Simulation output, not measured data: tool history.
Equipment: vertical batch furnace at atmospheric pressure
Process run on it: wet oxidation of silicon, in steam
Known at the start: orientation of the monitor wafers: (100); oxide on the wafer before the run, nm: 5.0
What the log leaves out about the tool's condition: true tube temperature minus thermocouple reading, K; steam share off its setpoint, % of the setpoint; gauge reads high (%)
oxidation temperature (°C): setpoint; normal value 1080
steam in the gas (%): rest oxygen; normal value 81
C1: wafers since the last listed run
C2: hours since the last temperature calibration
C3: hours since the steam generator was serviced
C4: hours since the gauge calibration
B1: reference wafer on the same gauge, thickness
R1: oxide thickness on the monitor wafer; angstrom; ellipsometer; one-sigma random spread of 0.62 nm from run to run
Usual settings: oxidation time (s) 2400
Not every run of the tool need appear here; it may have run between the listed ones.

run 1 hour=0.0 | oxidation_temperature_(°C)=1087 oxidation_time_(s)=2070 steam_in_the_gas_(%)=81 | C1=0 C2=4406.6 C3=419.4 C4=896.0 | B1=439.07 | R1=3982.4
run 2 hour=71.8 | oxidation_temperature_(°C)=1087 oxidation_time_(s)=2070 steam_in_the_gas_(%)=81 | C1=952 C2=4478.4 C3=491.2 C4=967.8 | B1=439.08 | R1=3982.0
run 3 hour=116.2 | oxidation_temperature_(°C)=1087 oxidation_time_(s)=2070 steam_in_the_gas_(%)=81 | C1=589 C2=4522.8 C3=535.6 C4=1012.2 | B1=438.98 | R1=3975.6
run 4 hour=164.2 | oxidation_temperature_(°C)=1080 oxidation_time_(s)=2400 steam_in_the_gas_(%)=81 | C1=636 C2=4570.8 C3=583.6 C4=1060.2 | B1=438.80 | R1=4201.0
run 5 hour=198.7 | oxidation_temperature_(°C)=1080 oxidation_time_(s)=2400 steam_in_the_gas_(%)=81 | C1=457 C2=4605.3 C3=618.1 C4=1094.7 | B1=439.11 | R1=4204.8
run 6 hour=242.2 | oxidation_temperature_(°C)=1080 oxidation_time_(s)=2070 steam_in_the_gas_(%)=81 | C1=577 C2=4648.8 C3=661.6 C4=1138.2 | B1=438.91 | R1=3842.7
run 7 hour=282.4 | oxidation_temperature_(°C)=1080 oxidation_time_(s)=2070 steam_in_the_gas_(%)=81 | C1=533 C2=4689.0 C3=701.8 C4=1178.4 | B1=439.14 | R1=3843.2
run 8 hour=327.6 | oxidation_temperature_(°C)=1080 oxidation_time_(s)=2070 steam_in_the_gas_(%)=81 | C1=599 C2=4734.2 C3=747.0 C4=1223.6 | B1=438.99 | R1=3840.3
run 9 hour=352.0 | oxidation_temperature_(°C)=1080 oxidation_time_(s)=2400 steam_in_the_gas_(%)=81 | C1=323 C2=4758.6 C3=771.4 C4=1248.0 | B1=439.12 | R1=4193.7
run 10 hour=384.1 | oxidation_temperature_(°C)=1080 oxidation_time_(s)=2400 steam_in_the_gas_(%)=81 | C1=425 C2=4790.7 C3=803.5 C4=1280.1 | B1=439.09 | R1=4192.8
run 11 hour=481.5 | oxidation_temperature_(°C)=1080 oxidation_time_(s)=2400 steam_in_the_gas_(%)=81 | C1=1292 C2=4888.1 C3=900.9 C4=1377.5 | B1=439.09 | R1=4190.8
-- hour=502.1 gauge calibrated
run 12 hour=516.1 | oxidation_temperature_(°C)=1080 oxidation_time_(s)=2010 steam_in_the_gas_(%)=88 | C1=459 C2=4922.7 C3=935.5 C4=14.0 | B1=438.80 | R1=3950.9
run 13 hour=566.2 | oxidation_temperature_(°C)=1080 oxidation_time_(s)=2010 steam_in_the_gas_(%)=88 | C1=664 C2=4972.8 C3=985.6 C4=64.1 | B1=439.00 | R1=3958.9
run 14 hour=598.9 | oxidation_temperature_(°C)=1080 oxidation_time_(s)=2010 steam_in_the_gas_(%)=88 | C1=433 C2=5005.5 C3=1018.3 C4=96.8 | B1=439.00 | R1=3948.5
run 15 hour=651.1 | oxidation_temperature_(°C)=1080 oxidation_time_(s)=2850 steam_in_the_gas_(%)=81 | C1=692 C2=5057.7 C3=1070.5 C4=149.0 | B1=438.99 | R1=4630.6
-- hour=796.5 thermocouples replaced and temperature profile calibrated
run 16 hour=850.3 | oxidation_temperature_(°C)=1080 oxidation_time_(s)=1620 steam_in_the_gas_(%)=69 | C1=2325 C2=53.8 C3=1269.7 C4=348.2 | B1=439.05 | R1=2915.9
run 17 hour=976.5 | oxidation_temperature_(°C)=1080 oxidation_time_(s)=2400 steam_in_the_gas_(%)=81 | C1=1674 C2=180.0 C3=1395.9 C4=474.4 | B1=439.08 | R1=4092.3
-- hour=1049.9 steam generator serviced
run 18 hour=1050.4 | oxidation_temperature_(°C)=1087 oxidation_time_(s)=1530 steam_in_the_gas_(%)=71 | C1=662 C2=253.9 C3=0.5 C4=548.3 | B1=439.01 | R1=3021.5
run 19 hour=1076.8 | oxidation_temperature_(°C)=1080 oxidation_time_(s)=2400 steam_in_the_gas_(%)=81 | C1=350 C2=280.3 C3=26.9 C4=574.7 | B1=439.01 | R1=4138.6
run 20 hour=1114.7 | oxidation_temperature_(°C)=1080 oxidation_time_(s)=1770 steam_in_the_gas_(%)=81 | C1=502 C2=318.2 C3=64.8 C4=612.6 | B1=439.01 | R1=3449.6
run 21 hour=1147.2 | oxidation_temperature_(°C)=1080 oxidation_time_(s)=2400 steam_in_the_gas_(%)=81 | C1=431 C2=350.7 C3=97.3 C4=645.1 | B1=439.07 | R1=4142.8
run 22 hour=1181.7 | oxidation_temperature_(°C)=1055 oxidation_time_(s)=1500 steam_in_the_gas_(%)=81 | C1=457 C2=385.2 C3=131.8 C4=679.6 | B1=438.92 | R1=2691.7
run 23 hour=1217.6 | oxidation_temperature_(°C)=1101 oxidation_time_(s)=3510 steam_in_the_gas_(%)=85 | C1=476 C2=421.1 C3=167.7 C4=715.5 | B1=439.03 | R1=5788.0
run 24 hour=1266.6 | oxidation_temperature_(°C)=1058 oxidation_time_(s)=1350 steam_in_the_gas_(%)=89 | C1=650 C2=470.1 C3=216.7 C4=764.5 | B1=439.00 | R1=2723.8
run 25 hour=1305.4 | oxidation_temperature_(°C)=1080 oxidation_time_(s)=2400 steam_in_the_gas_(%)=81 | C1=514 C2=508.9 C3=255.5 C4=803.3 | B1=438.93 | R1=4142.7
run 26 hour=1346.3 | oxidation_temperature_(°C)=1055 oxidation_time_(s)=2400 steam_in_the_gas_(%)=88 | C1=542 C2=549.8 C3=296.4 C4=844.2 | B1=438.99 | R1=3822.4
run 27 hour=1403.8 | oxidation_temperature_(°C)=1087 oxidation_time_(s)=2070 steam_in_the_gas_(%)=81 | C1=763 C2=607.3 C3=353.9 C4=901.7 | B1=439.02 | R1=3923.8
run 28 hour=1437.5 | oxidation_temperature_(°C)=1072 oxidation_time_(s)=1410 steam_in_the_gas_(%)=81 | C1=447 C2=641.0 C3=387.6 C4=935.4 | B1=438.95 | R1=2877.0

Alternative continuations, all from the tool just after run 28; predict every row:
run A hour=1441.6 | oxidation_temperature_(°C)=1080 oxidation_time_(s)=2400 steam_in_the_gas_(%)=90 | C1=54 C2=645.1 C3=391.7 C4=939.5 | B1=? | R1=?
run B hour=1441.6 | oxidation_temperature_(°C)=1097 oxidation_time_(s)=1620 steam_in_the_gas_(%)=88 | C1=54 C2=645.1 C3=391.7 C4=939.5 | B1=? | R1=?
run C hour=1441.6 | oxidation_temperature_(°C)=1091 oxidation_time_(s)=3300 steam_in_the_gas_(%)=71 | C1=54 C2=645.1 C3=391.7 C4=939.5 | B1=? | R1=?
run D hour=1441.6 | oxidation_temperature_(°C)=1080 oxidation_time_(s)=3570 steam_in_the_gas_(%)=81 | C1=54 C2=645.1 C3=391.7 C4=939.5 | B1=? | R1=?

run=A B1=438.97 R1=4400.6
run=B B1=438.97 R1=3717.9
run=C B1=438.97 R1=4840.1
run=D B1=438.97 R1=5214.9
Take away the tool's hidden state, keep each run's random variation, and the runs would have read:
run=A R1=4374.6
run=B R1=3698.8
run=C R1=4816.4
run=D R1=5186.8
